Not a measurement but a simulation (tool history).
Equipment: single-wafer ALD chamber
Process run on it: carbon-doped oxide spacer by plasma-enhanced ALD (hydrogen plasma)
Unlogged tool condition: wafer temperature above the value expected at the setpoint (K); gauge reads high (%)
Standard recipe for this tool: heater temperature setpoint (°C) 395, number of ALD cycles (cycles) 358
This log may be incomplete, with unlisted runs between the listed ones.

| run | hour | heater temperature setpoint (°C) | number of ALD cycles (cycles) | wafers since the last listed run | hours since the last thermocouple change | hours since the gauge calibration | read-back reference wafer on the same gauge, thickness_nm | mean film thickness on the monitor wafer (Å) |
|---|---|---|---|---|---|---|---|---|
| 1 | 0 | 395 | 409 | 0 | 2882.7 | 77.3 | 15.412 | 196.08 |
| 2 | 11.9 | 395 | 409 | 10 | 2894.6 | 89.2 | 15.402 | 197 |
| 3 | 21.8 | 395 | 409 | 8 | 2904.5 | 99.1 | 15.4 | 195.07 |
| 4 | 32.8 | 395 | 358 | 9 | 2915.5 | 110.1 | 15.406 | 170.82 |
| 5 | 49.6 | 395 | 358 | 15 | 2932.3 | 126.9 | 15.391 | 172.36 |
| 6 | 60.8 | 395 | 358 | 10 | 2943.5 | 138.1 | 15.423 | 172.05 |
| 7 | 76.7 | 395 | 358 | 14 | 2959.4 | 154 | 15.413 | 171.8 |
| 8 | 90.1 | 395 | 381 | 12 | 2972.8 | 167.4 | 15.398 | 181.82 |
| 9 | 105.9 | 395 | 381 | 14 | 2988.6 | 183.2 | 15.402 | 181.81 |
|  | 110.5 | gauge calibrated |
| 10 | 118.8 | 395 | 358 | 11 | 3001.5 | 8.3 | 15.43 | 171.59 |
| 11 | 125.5 | 395 | 424 | 6 | 3008.2 | 15 | 15.395 | 204.07 |
| 12 | 136.4 | 395 | 358 | 9 | 3019.1 | 25.9 | 15.386 | 172.06 |
|  | 153 | thermocouple changed; heater temperature recalibrated |
| 13 | 153.5 | 395 | 358 | 8 | 0.5 | 43 | 15.383 | 171.83 |
| 14 | 164.2 | 388 | 358 | 9 | 11.2 | 53.7 | 15.391 | 171.45 |
| 15 | 171.7 | 391 | 429 | 6 | 18.7 | 61.2 | 15.424 | 205.38 |
| 16 | 186.7 | 395 | 358 | 13 | 33.7 | 76.2 | 15.386 | 171.72 |
| 17 | 200.7 | 382 | 320 | 12 | 47.7 | 90.2 | 15.411 | 152.72 |
| 18 | 214.7 | 409 | 313 | 12 | 61.7 | 104.2 | 15.388 | 145.69 |
| 19 | 226.2 | 382 | 320 | 10 | 73.2 | 115.7 | 15.398 | 152.85 |
| 20 | 242.3 | 407 | 329 | 14 | 89.3 | 131.8 | 15.398 | 154.76 |

Here are 4 independent what-if runs from the current tool condition. What would each one return?
| A | 243.2 | 395 | 358 | 0 | 90.2 | 132.7 | ? | ? |
| B | 243.2 | 389 | 423 | 0 | 90.2 | 132.7 | ? | ? |
| C | 243.2 | 389 | 422 | 0 | 90.2 | 132.7 | ? | ? |
| D | 243.2 | 387 | 358 | 0 | 90.2 | 132.7 | ? | ? |

| run | read-back reference wafer on the same gauge, thickness_nm | mean film thickness on the monitor wafer (Å) |
|---|---|---|
| A | 15.404 | 170.87 |
| B | 15.404 | 201.9 |
| C | 15.404 | 201.42 |
| D | 15.404 | 170.87 |
Without the tool's hidden state the same runs would have given:
| run | mean film thickness on the monitor wafer (Å) |
|---|---|
| A | 170.87 |
| B | 201.9 |
| C | 201.42 |
| D | 170.87 |
